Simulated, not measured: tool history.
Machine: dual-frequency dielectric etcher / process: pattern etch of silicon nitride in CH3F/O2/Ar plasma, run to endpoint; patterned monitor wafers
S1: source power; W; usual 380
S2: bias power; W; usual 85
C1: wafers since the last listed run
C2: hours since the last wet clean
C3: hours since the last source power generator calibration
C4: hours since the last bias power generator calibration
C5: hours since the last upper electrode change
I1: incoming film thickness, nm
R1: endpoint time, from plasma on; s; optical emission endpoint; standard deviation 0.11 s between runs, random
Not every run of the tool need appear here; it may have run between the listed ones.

run 1 hour=0.0 | S1=380 S2=85 | C1=0 C2=310.5 C3=3536.9 C4=2847.0 C5=2781.0 | I1=29.26 | R1=35.9
run 2 hour=17.1 | S1=380 S2=85 | C1=224 C2=327.6 C3=3554.0 C4=2864.1 C5=2798.1 | I1=29.33 | R1=36.1
run 3 hour=32.6 | S1=410 S2=85 | C1=203 C2=343.1 C3=3569.5 C4=2879.6 C5=2813.6 | I1=29.36 | R1=35.1
run 4 hour=40.8 | S1=410 S2=98 | C1=107 C2=351.3 C3=3577.7 C4=2887.8 C5=2821.8 | I1=29.37 | R1=32.5
run 5 hour=55.4 | S1=380 S2=85 | C1=191 C2=365.9 C3=3592.3 C4=2902.4 C5=2836.4 | I1=29.47 | R1=35.9
run 6 hour=66.4 | S1=380 S2=85 | C1=144 C2=376.9 C3=3603.3 C4=2913.4 C5=2847.4 | I1=29.73 | R1=36.3
run 7 hour=115.7 | S1=380 S2=85 | C1=646 C2=426.2 C3=3652.6 C4=2962.7 C5=2896.7 | I1=29.69 | R1=35.9
run 8 hour=128.2 | S1=380 S2=85 | C1=163 C2=438.7 C3=3665.1 C4=2975.2 C5=2909.2 | I1=29.60 | R1=36.0
run 9 hour=144.3 | S1=380 S2=85 | C1=211 C2=454.8 C3=3681.2 C4=2991.3 C5=2925.3 | I1=29.33 | R1=35.8
run 10 hour=157.1 | S1=380 S2=85 | C1=167 C2=467.6 C3=3694.0 C4=3004.1 C5=2938.1 | I1=29.37 | R1=35.8
-- hour=164.3 bias power generator calibrated
run 11 hour=164.8 | S1=380 S2=85 | C1=48 C2=475.3 C3=3701.7 C4=0.5 C5=2945.8 | I1=29.34 | R1=35.5
run 12 hour=171.6 | S1=380 S2=85 | C1=89 C2=482.1 C3=3708.5 C4=7.3 C5=2952.6 | I1=29.45 | R1=35.7
run 13 hour=184.8 | S1=380 S2=78 | C1=173 C2=495.3 C3=3721.7 C4=20.5 C5=2965.8 | I1=29.59 | R1=37.6
-- hour=191.1 source power generator calibrated
run 14 hour=199.0 | S1=380 S2=85 | C1=133 C2=509.5 C3=7.9 C4=34.7 C5=2980.0 | I1=29.46 | R1=35.7
run 15 hour=206.1 | S1=410 S2=72 | C1=93 C2=516.6 C3=15.0 C4=41.8 C5=2987.1 | I1=29.35 | R1=37.7
-- hour=243.3 wet clean of the chamber
-- hour=257.2 upper electrode replaced
run 16 hour=257.7 | S1=440 S2=79 | C1=179 C2=14.4 C3=66.6 C4=93.4 C5=0.5 | I1=29.21 | R1=36.3
run 17 hour=258.0 | S1=380 S2=85 | C1=3 C2=14.7 C3=66.9 C4=93.7 C5=0.8 | I1=29.25 | R1=36.8
run 18 hour=258.3 | S1=460 S2=99 | C1=3 C2=15.0 C3=67.2 C4=94.0 C5=1.1 | I1=29.56 | R1=32.2
run 19 hour=258.7 | S1=440 S2=103 | C1=5 C2=15.4 C3=67.6 C4=94.4 C5=1.5 | I1=29.16 | R1=31.7
run 20 hour=267.9 | S1=300 S2=75 | C1=120 C2=24.6 C3=76.8 C4=103.6 C5=10.7 | I1=29.49 | R1=43.1
run 21 hour=296.4 | S1=450 S2=69 | C1=373 C2=53.1 C3=105.3 C4=132.1 C5=39.2 | I1=29.39 | R1=38.6
run 22 hour=309.4 | S1=470 S2=95 | C1=170 C2=66.1 C3=118.3 C4=145.1 C5=52.2 | I1=29.54 | R1=32.3
run 23 hour=327.0 | S1=310 S2=96 | C1=230 C2=83.7 C3=135.9 C4=162.7 C5=69.8 | I1=29.40 | R1=37.0
run 24 hour=342.7 | S1=290 S2=70 | C1=205 C2=99.4 C3=151.6 C4=178.4 C5=85.5 | I1=29.54 | R1=44.7
run 25 hour=357.8 | S1=440 S2=85 | C1=198 C2=114.5 C3=166.7 C4=193.5 C5=100.6 | I1=29.70 | R1=35.2

Here are 5 independent what-if runs from the current tool condition. What would each one return?
run A hour=358.2 | S1=380 S2=85 | C1=5 C2=114.9 C3=167.1 C4=193.9 C5=101.0 | I1=29.38 | R1=?
run B hour=358.2 | S1=430 S2=85 | C1=5 C2=114.9 C3=167.1 C4=193.9 C5=101.0 | I1=29.38 | R1=?
run C hour=358.2 | S1=380 S2=97 | C1=5 C2=114.9 C3=167.1 C4=193.9 C5=101.0 | I1=29.38 | R1=?
run D hour=358.2 | S1=280 S2=73 | C1=5 C2=114.9 C3=167.1 C4=193.9 C5=101.0 | I1=29.38 | R1=?
run E hour=358.2 | S1=460 S2=97 | C1=5 C2=114.9 C3=167.1 C4=193.9 C5=101.0 | I1=29.38 | R1=?

run=A R1=36.6
run=B R1=35.1
run=C R1=34.3
run=D R1=44.1
run=E R1=32.1
The same runs, with their run-to-run variation unchanged, on a tool lacking any hidden condition would have given:
run=A R1=36.9
run=B R1=35.3
run=C R1=34.5
run=D R1=44.4
run=E R1=32.3

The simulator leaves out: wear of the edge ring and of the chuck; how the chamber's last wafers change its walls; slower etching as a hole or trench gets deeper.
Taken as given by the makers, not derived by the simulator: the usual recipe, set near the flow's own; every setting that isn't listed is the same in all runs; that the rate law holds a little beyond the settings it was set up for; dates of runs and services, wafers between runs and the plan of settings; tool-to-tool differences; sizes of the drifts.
